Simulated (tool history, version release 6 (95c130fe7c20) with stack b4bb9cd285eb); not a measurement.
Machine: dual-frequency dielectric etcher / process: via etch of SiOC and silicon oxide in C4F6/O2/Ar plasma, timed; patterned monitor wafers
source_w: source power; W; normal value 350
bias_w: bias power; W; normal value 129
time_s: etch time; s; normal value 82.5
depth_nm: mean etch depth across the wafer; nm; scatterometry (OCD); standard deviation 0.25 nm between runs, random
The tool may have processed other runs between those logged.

run	hour	source_w	bias_w	time_s	wafers since the last listed run	hours since the last wet clean	hours since the last source power generator calibration	hours since the last bias power generator calibration	hours since the last upper electrode change	hours since the gauge calibration	read-back reference wafer on the same gauge, depth_nm	depth_nm
1	0	350	129	82.5	0	0.5	3060.1	3156.3	53.7	2670.1	75.2	77.1
# hour 31.4: gauge calibrated
# hour 37.3: source power generator calibrated
2	73.4	350	129	82.5	683	73.9	36.1	3229.7	127.1	42	75.2	75.5
3	145.1	320	129	82.5	706	145.6	107.8	3301.4	198.8	113.7	75.3	73.4
4	247.9	320	129	82.5	1013	248.4	210.6	3404.2	301.6	216.5	75.2	73.5
5	343.2	320	129	82.5	939	343.7	305.9	3499.5	396.9	311.8	75.1	73.3
6	418.6	350	129	82.5	743	419.1	381.3	3574.9	472.3	387.2	75.3	76.8
7	485.5	270	129	90.5	659	486	448.2	3641.8	539.2	454.1	75.2	75
8	550.5	400	129	73.5	640	551	513.2	3706.8	604.2	519.1	75.2	72.3
9	632.5	350	100	82.5	808	633	595.2	3788.8	686.2	601.1	75.2	73.2
# hour 676.1: bias power generator calibrated
10	724.8	440	159	98.5	870	725.3	687.5	48.7	778.5	693.4	75.3	105.6
# hour 770.5: wet clean of the chamber
11	826.6	300	121	107	766	56.1	789.3	150.5	880.3	795.2	75.2	91.9
12	929	350	129	65.5	1009	158.5	891.7	252.9	982.7	897.6	75.2	61.2
13	995.7	350	106	82.5	657	225.2	958.4	319.6	1049.4	964.3	75	74.2
14	1084.6	380	129	82.5	876	314.1	1047.3	408.5	1138.3	1053.2	75.2	79.4
15	1180.9	300	138	61.5	948	410.4	1143.6	504.8	1234.6	1149.5	75.2	54.4
16	1272	350	129	82.5	897	501.5	1234.7	595.9	1325.7	1240.6	75.2	77
17	1350.1	350	153	59.5	769	579.6	1312.8	674	1403.8	1318.7	75.2	57.5
# hour 1377: wet clean of the chamber
18	1399	300	129	82.5	245	22	1361.7	722.9	1452.7	1367.6	75.2	72.5
19	1471.8	350	129	82.5	717	94.8	1434.5	795.7	1525.5	1440.4	75.2	77
20	1571.1	390	129	82.5	978	194.1	1533.8	895	1624.8	1539.7	75.3	81
21	1661	280	115	66	885	284	1623.7	984.9	1714.7	1629.6	75.2	54.9
22	1741.5	410	110	96.5	793	364.5	1704.2	1065.4	1795.2	1710.1	75.1	94.4
23	1840.6	420	154	82.5	976	463.6	1803.3	1164.5	1894.3	1809.2	75.2	86.8
24	1921	300	121	107	792	544	1883.7	1244.9	1974.7	1889.6	75.1	92.4
# hour 1976.8: wet clean of the chamber
25	2001.8	390	147	82.5	559	25	1964.5	1325.7	2055.5	1970.4	75.1	83.4
26	2060.4	290	138	82.5	577	83.6	2023.1	1384.3	2114.1	2029	75.2	72
27	2113	380	147	107.5	518	136.2	2075.7	1436.9	2166.7	2081.6	75.2	107.7
28	2167	320	156	71	532	190.2	2129.7	1490.9	2220.7	2135.6	75.1	66.6
29	2211.6	350	129	82.5	439	234.8	2174.3	1535.5	2265.3	2180.2	75.3	77.4

Same runs, no hidden state in the tool, same run-to-run variation:
Unlogged tool condition in this case: etch rate over this chamber's usual, %; source power that arrives over what is set, %; bias power that arrives over what is set, %; gauge reads high (%).
run	depth_nm
1	75.6
2	75.3
3	73.1
4	73
5	72.7
6	76.2
7	74.3
8	71.6
9	72.3
10	104.3
11	90.6
12	60.4
13	73.1
14	78.2
15	53.5
16	75.7
17	56.5
18	71.3
19	75.6
20	79.5
21	53.9
22	92.5
23	85.1
24	90.6
25	81.7
26	70.5
27	105.5
28	65.2
29	75.8

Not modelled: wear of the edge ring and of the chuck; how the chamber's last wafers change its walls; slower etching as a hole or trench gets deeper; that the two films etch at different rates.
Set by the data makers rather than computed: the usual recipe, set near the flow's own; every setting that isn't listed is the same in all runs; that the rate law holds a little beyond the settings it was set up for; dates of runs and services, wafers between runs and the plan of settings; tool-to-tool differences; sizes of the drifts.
